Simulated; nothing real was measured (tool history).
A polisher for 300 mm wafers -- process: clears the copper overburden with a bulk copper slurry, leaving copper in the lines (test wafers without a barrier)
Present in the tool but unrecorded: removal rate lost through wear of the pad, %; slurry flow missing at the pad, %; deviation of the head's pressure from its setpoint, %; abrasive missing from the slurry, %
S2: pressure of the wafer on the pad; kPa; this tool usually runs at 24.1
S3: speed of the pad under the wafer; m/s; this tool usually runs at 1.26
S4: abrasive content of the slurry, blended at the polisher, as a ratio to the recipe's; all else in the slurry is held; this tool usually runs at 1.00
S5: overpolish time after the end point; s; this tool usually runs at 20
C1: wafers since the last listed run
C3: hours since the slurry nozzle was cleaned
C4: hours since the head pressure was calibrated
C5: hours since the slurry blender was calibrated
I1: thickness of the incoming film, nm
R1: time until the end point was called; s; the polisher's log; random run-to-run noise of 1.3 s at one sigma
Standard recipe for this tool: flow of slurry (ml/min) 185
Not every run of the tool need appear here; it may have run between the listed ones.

{"run": 1, "hour": 0.0, "flow of slurry (ml/min)": 185, "S2": 24.1, "S3": 1.26, "S4": 1.0, "S5": 20, "C1": 0, "wafers polished on this pad": 961, "C3": 711.2, "C4": 676.6, "C5": 22.9, "I1": 1239.8, "R1": 74.7}
{"run": 2, "hour": 9.5, "flow of slurry (ml/min)": 185, "S2": 24.1, "S3": 1.26, "S4": 1.0, "S5": 20, "C1": 87, "wafers polished on this pad": 1048, "C3": 720.7, "C4": 686.1, "C5": 32.4, "I1": 1240.9, "R1": 76.8}
{"run": 3, "hour": 17.7, "flow of slurry (ml/min)": 185, "S2": 28.3, "S3": 1.26, "S4": 1.0, "S5": 20, "C1": 75, "wafers polished on this pad": 1124, "C3": 728.9, "C4": 694.3, "C5": 40.6, "I1": 1256.8, "R1": 68.2}
{"hour": 26.7, "done": "worn pad replaced by a new one"}
{"run": 4, "hour": 31.3, "flow of slurry (ml/min)": 185, "S2": 28.3, "S3": 1.26, "S4": 1.0, "S5": 20, "C1": 88, "wafers polished on this pad": 42, "C3": 742.5, "C4": 707.9, "C5": 54.2, "I1": 1249.8, "R1": 62.8}
{"run": 5, "hour": 49.0, "flow of slurry (ml/min)": 220, "S2": 24.1, "S3": 1.26, "S4": 1.0, "S5": 20, "C1": 163, "wafers polished on this pad": 205, "C3": 760.2, "C4": 725.6, "C5": 71.9, "I1": 1271.2, "R1": 70.6}
{"run": 6, "hour": 58.4, "flow of slurry (ml/min)": 220, "S2": 24.1, "S3": 1.26, "S4": 1.0, "S5": 20, "C1": 86, "wafers polished on this pad": 292, "C3": 769.6, "C4": 735.0, "C5": 81.3, "I1": 1256.0, "R1": 70.5}
{"run": 7, "hour": 64.6, "flow of slurry (ml/min)": 220, "S2": 24.1, "S3": 1.26, "S4": 1.0, "S5": 20, "C1": 57, "wafers polished on this pad": 349, "C3": 775.8, "C4": 741.2, "C5": 87.5, "I1": 1271.1, "R1": 72.9}
{"run": 8, "hour": 71.5, "flow of slurry (ml/min)": 185, "S2": 24.1, "S3": 1.26, "S4": 1.0, "S5": 20, "C1": 63, "wafers polished on this pad": 412, "C3": 782.7, "C4": 748.1, "C5": 94.4, "I1": 1253.3, "R1": 73.8}
{"run": 9, "hour": 77.7, "flow of slurry (ml/min)": 140, "S2": 26.2, "S3": 1.26, "S4": 1.0, "S5": 20, "C1": 57, "wafers polished on this pad": 470, "C3": 788.9, "C4": 754.3, "C5": 100.6, "I1": 1277.7, "R1": 72.5}
{"run": 10, "hour": 84.7, "flow of slurry (ml/min)": 140, "S2": 26.2, "S3": 1.26, "S4": 1.0, "S5": 20, "C1": 64, "wafers polished on this pad": 534, "C3": 795.9, "C4": 761.3, "C5": 107.6, "I1": 1243.4, "R1": 71.4}
{"run": 11, "hour": 96.9, "flow of slurry (ml/min)": 140, "S2": 26.2, "S3": 1.26, "S4": 1.0, "S5": 20, "C1": 112, "wafers polished on this pad": 647, "C3": 808.1, "C4": 773.5, "C5": 119.8, "I1": 1260.1, "R1": 73.0}
{"run": 12, "hour": 105.0, "flow of slurry (ml/min)": 185, "S2": 24.1, "S3": 1.26, "S4": 1.0, "S5": 20, "C1": 74, "wafers polished on this pad": 722, "C3": 816.2, "C4": 781.6, "C5": 127.9, "I1": 1240.2, "R1": 74.3}
{"run": 13, "hour": 123.0, "flow of slurry (ml/min)": 140, "S2": 26.2, "S3": 1.26, "S4": 1.0, "S5": 20, "C1": 166, "wafers polished on this pad": 888, "C3": 834.2, "C4": 799.6, "C5": 145.9, "I1": 1258.6, "R1": 73.0}
{"run": 14, "hour": 130.5, "flow of slurry (ml/min)": 185, "S2": 24.1, "S3": 1.26, "S4": 1.0, "S5": 20, "C1": 69, "wafers polished on this pad": 957, "C3": 841.7, "C4": 807.1, "C5": 153.4, "I1": 1257.1, "R1": 76.0}
{"hour": 137.4, "done": "head pressure recalibrated"}
{"run": 15, "hour": 137.9, "flow of slurry (ml/min)": 185, "S2": 24.1, "S3": 1.26, "S4": 1.0, "S5": 20, "C1": 49, "wafers polished on this pad": 1007, "C3": 849.1, "C4": 0.5, "C5": 160.8, "I1": 1240.7, "R1": 76.8}
{"hour": 146.4, "done": "worn pad replaced by a new one"}
{"run": 16, "hour": 146.9, "flow of slurry (ml/min)": 185, "S2": 26.2, "S3": 1.5, "S4": 1.2, "S5": 20, "C1": 46, "wafers polished on this pad": 5, "C3": 858.1, "C4": 9.5, "C5": 169.8, "I1": 1268.0, "R1": 55.6}
{"run": 17, "hour": 162.4, "flow of slurry (ml/min)": 185, "S2": 24.1, "S3": 1.38, "S4": 0.8, "S5": 20, "C1": 143, "wafers polished on this pad": 148, "C3": 873.6, "C4": 25.0, "C5": 185.3, "I1": 1232.5, "R1": 69.7}
{"hour": 176.5, "done": "slurry blender recalibrated"}
{"run": 18, "hour": 177.0, "flow of slurry (ml/min)": 165, "S2": 29.0, "S3": 1.26, "S4": 1.0, "S5": 20, "C1": 116, "wafers polished on this pad": 264, "C3": 888.2, "C4": 39.6, "C5": 0.5, "I1": 1266.5, "R1": 63.9}
{"run": 19, "hour": 184.1, "flow of slurry (ml/min)": 230, "S2": 24.1, "S3": 1.44, "S4": 1.1, "S5": 20, "C1": 65, "wafers polished on this pad": 329, "C3": 895.3, "C4": 46.7, "C5": 7.6, "I1": 1268.9, "R1": 61.6}
{"run": 20, "hour": 193.3, "flow of slurry (ml/min)": 210, "S2": 24.1, "S3": 1.56, "S4": 1.0, "S5": 20, "C1": 84, "wafers polished on this pad": 414, "C3": 904.5, "C4": 55.9, "C5": 16.8, "I1": 1234.2, "R1": 59.3}
{"hour": 227.0, "done": "slurry nozzle cleaned"}
{"run": 21, "hour": 228.2, "flow of slurry (ml/min)": 185, "S2": 24.1, "S3": 1.26, "S4": 1.0, "S5": 20, "C1": 312, "wafers polished on this pad": 727, "C3": 1.2, "C4": 90.8, "C5": 51.7, "I1": 1235.2, "R1": 73.5}
{"run": 22, "hour": 235.5, "flow of slurry (ml/min)": 185, "S2": 29.0, "S3": 0.9, "S4": 1.0, "S5": 12, "C1": 67, "wafers polished on this pad": 794, "C3": 8.5, "C4": 98.1, "C5": 59.0, "I1": 1259.9, "R1": 81.0}
{"run": 23, "hour": 250.9, "flow of slurry (ml/min)": 185, "S2": 24.1, "S3": 1.26, "S4": 1.25, "S5": 20, "C1": 142, "wafers polished on this pad": 936, "C3": 23.9, "C4": 113.5, "C5": 74.4, "I1": 1232.9, "R1": 74.4}
{"run": 24, "hour": 260.6, "flow of slurry (ml/min)": 185, "S2": 24.1, "S3": 1.48, "S4": 1.0, "S5": 20, "C1": 89, "wafers polished on this pad": 1026, "C3": 33.6, "C4": 123.2, "C5": 84.1, "I1": 1277.9, "R1": 71.5}

For run 25, what comes out?
{"run": 25, "hour": 270.4, "flow of slurry (ml/min)": 150, "S2": 24.1, "S3": 1.26, "S4": 1.0, "S5": 27, "C1": 90, "wafers polished on this pad": 1116, "C3": 43.4, "C4": 133.0, "C5": 93.9, "I1": 1277.6, "R1": "?"}

{"run 25": {"R1": 82.7}}
With no hidden state in the tool, this same run would have given R1 73.6 s.

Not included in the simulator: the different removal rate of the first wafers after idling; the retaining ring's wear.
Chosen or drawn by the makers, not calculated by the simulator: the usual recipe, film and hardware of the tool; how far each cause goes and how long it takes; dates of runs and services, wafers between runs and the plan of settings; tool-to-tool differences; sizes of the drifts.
